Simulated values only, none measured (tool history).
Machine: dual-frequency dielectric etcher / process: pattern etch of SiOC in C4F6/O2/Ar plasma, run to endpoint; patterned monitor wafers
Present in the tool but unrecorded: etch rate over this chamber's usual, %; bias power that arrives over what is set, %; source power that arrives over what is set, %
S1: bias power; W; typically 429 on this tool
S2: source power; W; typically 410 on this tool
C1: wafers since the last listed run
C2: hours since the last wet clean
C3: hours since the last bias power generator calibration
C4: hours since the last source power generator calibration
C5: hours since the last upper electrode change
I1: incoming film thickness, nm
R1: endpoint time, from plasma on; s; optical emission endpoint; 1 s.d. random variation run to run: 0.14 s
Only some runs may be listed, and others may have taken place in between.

| run | day | S1 | S2 | C1 | C2 | C3 | C4 | C5 | I1 | R1 |
|---|---|---|---|---|---|---|---|---|---|---|
| 1 | 0 | 429 | 380 | 0 | 532 | 1126.8 | 4244.4 | 3404.1 | 47.7 | 19.6 |
|  | 0.55 | wet clean of the chamber |
| 2 | 4.958 | 429 | 380 | 1195 | 105.8 | 1245.8 | 4363.4 | 3523.1 | 47.51 | 18.8 |
| 3 | 6.788 | 429 | 460 | 496 | 149.7 | 1289.7 | 4407.3 | 3567 | 47.4 | 17.2 |
|  | 11.562 | source power generator calibrated |
| 4 | 13.917 | 429 | 460 | 1888 | 320.8 | 1460.8 | 56.5 | 3738.1 | 48.02 | 17.5 |
| 5 | 15.242 | 429 | 460 | 359 | 352.6 | 1492.6 | 88.3 | 3769.9 | 48.19 | 17.7 |
| 6 | 17.308 | 511 | 410 | 560 | 402.2 | 1542.2 | 137.9 | 3819.5 | 48.2 | 17.4 |
| 7 | 18.933 | 511 | 410 | 440 | 441.2 | 1581.2 | 176.9 | 3858.5 | 47.86 | 17.6 |
|  | 21.883 | wet clean of the chamber |
|  | 22.55 | upper electrode replaced |
| 8 | 22.571 | 337 | 320 | 535 | 16.5 | 1668.5 | 264.2 | 0.5 | 47.87 | 22.3 |
|  | 22.796 | bias power generator calibrated |
| 9 | 23.283 | 429 | 310 | 148 | 33.6 | 11.7 | 281.3 | 17.6 | 47.71 | 20.6 |
| 10 | 25.279 | 460 | 380 | 541 | 81.5 | 59.6 | 329.2 | 65.5 | 47.65 | 18.3 |
| 11 | 27.138 | 429 | 410 | 504 | 126.1 | 104.2 | 373.8 | 110.1 | 48.18 | 18.4 |
| 12 | 28.862 | 429 | 450 | 467 | 167.5 | 145.6 | 415.2 | 151.5 | 47.28 | 17.4 |
| 13 | 29.888 | 429 | 410 | 278 | 192.1 | 170.2 | 439.8 | 176.1 | 47.3 | 18.1 |
| 14 | 31.517 | 459 | 340 | 441 | 231.2 | 209.3 | 478.9 | 215.2 | 47.97 | 19.6 |

What the log doesn't show, run by run:
bias power that arrives over what is set, %: 0 at every run
source power that arrives over what is set, %: 0 at every run
H1: etch rate over this chamber's usual, %
| run | H1 |
|---|---|
| 1 | -4.79 |
| 2 | -0.568 |
| 3 | -1 |
| 4 | -2.69 |
| 5 | -3.01 |
| 6 | -3.5 |
| 7 | -3.88 |
| 8 | 0.513 |
| 9 | 0.344 |
| 10 | -0.13 |
| 11 | -0.57 |
| 12 | -0.979 |
| 13 | -1.22 |
| 14 | -1.61 |
